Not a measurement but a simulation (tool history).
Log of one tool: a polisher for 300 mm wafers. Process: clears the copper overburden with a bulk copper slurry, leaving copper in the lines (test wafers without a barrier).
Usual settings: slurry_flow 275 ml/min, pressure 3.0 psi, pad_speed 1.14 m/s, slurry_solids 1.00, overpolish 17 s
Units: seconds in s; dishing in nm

run   hour  slurry_flow  pressure  pad_speed  slurry_solids  overpolish  incoming thickness of the incoming film, nm  seconds  dishing
  1    0.0          275       3.0       1.14           1.00          17                                        968.9    102.9     74.3
  2   12.7          275       3.0       1.14           1.00          17                                        987.1    105.6     76.9
  3   21.7          275       3.0       1.14           1.00          17                                        984.3    105.7     76.6
  4   28.0          275       3.0       1.14           1.00          17                                        985.3    108.5     75.5
      36.2  -- head pressure recalibrated
  5   41.2          275       3.0       1.14           1.00          17                                        970.2    107.8     73.6
  6   57.5          275       3.0       1.14           1.00          17                                        961.4    108.4     75.4
      77.7  -- worn pad replaced by a new one
  7   78.2          275       3.0       1.14           1.00          17                                        982.2    102.9     75.4
  8   92.1          275       3.0       1.14           1.00          17                                        984.6    102.4     77.9
  9  100.1          275       3.0       1.14           1.00          17                                        987.1    103.1     77.3
 10  110.0          275       3.0       1.14           1.15          22                                        988.0    100.1     86.1
 11  121.9          250       3.0       1.14           1.00          23                                        975.8    105.4     86.1
 12  128.2          275       3.8       0.80           1.00          26                                        996.1    124.7     88.4
 13  141.8          275       3.0       1.14           1.00          17                                        968.3    105.5     74.2
 14  159.3          235       3.0       0.92           1.15          13                                        975.5    130.5     58.0
     167.9  -- slurry nozzle cleaned
 15  168.4          275       3.0       1.14           1.00          17                                        990.2    112.4     74.6
     172.8  -- worn pad replaced by a new one
     184.8  -- slurry blender recalibrated
 16  189.6          275       3.0       1.14           1.00          17                                        976.1    103.1     76.4
 17  206.7          275       3.0       1.14           1.00          17                                        961.2    101.9     76.5
 18  218.6          275       3.0       1.50           1.00           8                                        984.3     80.3     59.3
 19  231.3          275       3.0       1.14           0.80          13                                        996.0    115.8     63.3
 20  244.7          275       3.0       1.14           0.70          17                                        984.3    122.4     71.3
 21  258.9          275       3.0       1.26           0.85          17                                        977.5    105.3     76.8
     266.5  -- worn pad replaced by a new one
 22  267.6          275       3.0       1.14           0.80          13                                        971.8    108.7     65.7
 23  276.8          370       3.0       1.14           0.80          17                                        974.2    107.8     75.0
 24  321.7          275       3.0       1.14           1.00          11                                        970.2    104.8     58.6
 25  332.8          225       3.0       1.14           0.90          17                                        990.5    114.6     75.7
 26  340.9          275       3.0       0.86           1.00          17                                        976.4    141.1     65.4
 27  347.0          275       3.0       1.14           1.00          17                                        987.0    111.5     73.9
     357.4  -- worn pad replaced by a new one
 28  360.8          275       3.0       1.14           1.00          17                                        964.6    101.8     75.5
 29  377.7          300       2.2       1.14           1.00          12                                        981.4    134.8     54.4

Some steps in seconds between neighbouring runs. How much of each would the tool show without its hidden state too (settings, what came in, random variation), and how much is left for the hidden state, with any gauge scatter that isn't in both results?
The hidden state here: removal rate lost through wear of the pad, %; slurry flow missing at the pad, %; deviation of the head's pressure from its setpoint, %; abrasive missing from the slurry, %.
Run 6 -> 7: worn pad replaced by a new one. seconds -5.5 s: hidden state -6.9, all else +1.4.
Run 15 -> 16: worn pad replaced by a new one, slurry blender recalibrated. seconds -9.3 s: hidden state -7.5, all else -1.8.
Run 18 -> 19: pad_speed 1.50 -> 1.14, slurry_solids 1.00 -> 0.80, overpolish 8 -> 13. seconds +35.5 s: hidden state +2.3, all else +33.2.
Run 28 -> 29: slurry_flow 275 -> 300, pressure 3.0 -> 2.2, overpolish 17 -> 12. seconds +33.0 s: hidden state +0.8, all else +32.2.
